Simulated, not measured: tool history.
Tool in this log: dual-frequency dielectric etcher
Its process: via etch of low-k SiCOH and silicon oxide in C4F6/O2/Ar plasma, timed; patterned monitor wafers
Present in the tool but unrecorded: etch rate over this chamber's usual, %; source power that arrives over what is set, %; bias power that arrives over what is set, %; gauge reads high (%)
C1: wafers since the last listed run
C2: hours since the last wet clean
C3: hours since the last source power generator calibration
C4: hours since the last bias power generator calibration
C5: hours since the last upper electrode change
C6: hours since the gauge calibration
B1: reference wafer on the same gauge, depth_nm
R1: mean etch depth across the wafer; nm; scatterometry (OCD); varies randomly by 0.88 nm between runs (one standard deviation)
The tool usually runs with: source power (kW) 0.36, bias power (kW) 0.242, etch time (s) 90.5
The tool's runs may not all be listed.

run 1 hour=0 | source_power_(kW)=0.36 bias_power_(kW)=0.242 etch_time_(s)=90.5 | C1=0 C2=0 C3=1830.9 C4=1914.7 C5=3910.2 C6=563.8 | B1=262.5 | R1=238.2
run 2 hour=58.2 | source_power_(kW)=0.36 bias_power_(kW)=0.242 etch_time_(s)=90.5 | C1=679 C2=58.2 C3=1889.1 C4=1972.9 C5=3968.4 C6=622 | B1=262.7 | R1=240.8
run 3 hour=137.4 | source_power_(kW)=0.36 bias_power_(kW)=0.242 etch_time_(s)=90.5 | C1=925 C2=137.4 C3=1968.3 C4=2052.1 C5=4047.6 C6=701.2 | B1=263.1 | R1=239.2
run 4 hour=182.6 | source_power_(kW)=0.36 bias_power_(kW)=0.242 etch_time_(s)=90.5 | C1=527 C2=182.6 C3=2013.5 C4=2097.3 C5=4092.8 C6=746.4 | B1=263.2 | R1=238.3
run 5 hour=221.8 | source_power_(kW)=0.36 bias_power_(kW)=0.258 etch_time_(s)=90.5 | C1=457 C2=221.8 C3=2052.7 C4=2136.5 C5=4132 C6=785.6 | B1=263.1 | R1=246.8
run 6 hour=264.7 | source_power_(kW)=0.36 bias_power_(kW)=0.258 etch_time_(s)=90.5 | C1=501 C2=264.7 C3=2095.6 C4=2179.4 C5=4174.9 C6=828.5 | B1=263.2 | R1=244.4
-- hour=326.5 upper electrode replaced
-- hour=357.3 wet clean of the chamber
run 7 hour=357.8 | source_power_(kW)=0.36 bias_power_(kW)=0.258 etch_time_(s)=90.5 | C1=526 C2=0.5 C3=2188.7 C4=2272.5 C5=31.3 C6=921.6 | B1=263.5 | R1=245.6
run 8 hour=407.4 | source_power_(kW)=0.42 bias_power_(kW)=0.242 etch_time_(s)=90.5 | C1=579 C2=50.1 C3=2238.3 C4=2322.1 C5=80.9 C6=971.2 | B1=263.6 | R1=254.9
-- hour=484 source power generator calibrated
run 9 hour=511.1 | source_power_(kW)=0.42 bias_power_(kW)=0.199 etch_time_(s)=72 | C1=1164 C2=153.8 C3=27.1 C4=2425.8 C5=184.6 C6=1074.9 | B1=263.6 | R1=187.6
-- hour=515.9 gauge calibrated
run 10 hour=584 | source_power_(kW)=0.36 bias_power_(kW)=0.258 etch_time_(s)=90.5 | C1=851 C2=226.7 C3=100 C4=2498.7 C5=257.5 C6=68.1 | B1=259.9 | R1=242.6
-- hour=687.1 wet clean of the chamber
run 11 hour=687.6 | source_power_(kW)=0.28 bias_power_(kW)=0.242 etch_time_(s)=90.5 | C1=929 C2=0.5 C3=203.6 C4=2602.3 C5=361.1 C6=171.7 | B1=261.3 | R1=214.8
run 12 hour=767.8 | source_power_(kW)=0.36 bias_power_(kW)=0.242 etch_time_(s)=90.5 | C1=936 C2=80.7 C3=283.8 C4=2682.5 C5=441.3 C6=251.9 | B1=262 | R1=238.9
-- hour=771.9 bias power generator calibrated
run 13 hour=809.7 | source_power_(kW)=0.36 bias_power_(kW)=0.242 etch_time_(s)=90.5 | C1=442 C2=122.6 C3=325.7 C4=37.8 C5=483.2 C6=293.8 | B1=262.5 | R1=239.1
run 14 hour=882.5 | source_power_(kW)=0.42 bias_power_(kW)=0.268 etch_time_(s)=113 | C1=850 C2=195.4 C3=398.5 C4=110.6 C5=556 C6=366.6 | B1=262.5 | R1=329.7
run 15 hour=932.7 | source_power_(kW)=0.36 bias_power_(kW)=0.242 etch_time_(s)=104 | C1=586 C2=245.6 C3=448.7 C4=160.8 C5=606.2 C6=416.8 | B1=263.3 | R1=274.4
run 16 hour=984.7 | source_power_(kW)=0.4 bias_power_(kW)=0.28 etch_time_(s)=112.5 | C1=607 C2=297.6 C3=500.7 C4=212.8 C5=658.2 C6=468.8 | B1=263.2 | R1=328.4

Run 17 comes next. What will it give?
run 17 hour=1065.6 | source_power_(kW)=0.39 bias_power_(kW)=0.216 etch_time_(s)=82.5 | C1=944 C2=378.5 C3=581.6 C4=293.7 C5=739.1 C6=549.7 | B1=? | R1=?

For run 17 the tool returned B1 263.5, R1 216.6 nm.
Had the tool carried no hidden state, the very same run would have given R1 212.8 nm.

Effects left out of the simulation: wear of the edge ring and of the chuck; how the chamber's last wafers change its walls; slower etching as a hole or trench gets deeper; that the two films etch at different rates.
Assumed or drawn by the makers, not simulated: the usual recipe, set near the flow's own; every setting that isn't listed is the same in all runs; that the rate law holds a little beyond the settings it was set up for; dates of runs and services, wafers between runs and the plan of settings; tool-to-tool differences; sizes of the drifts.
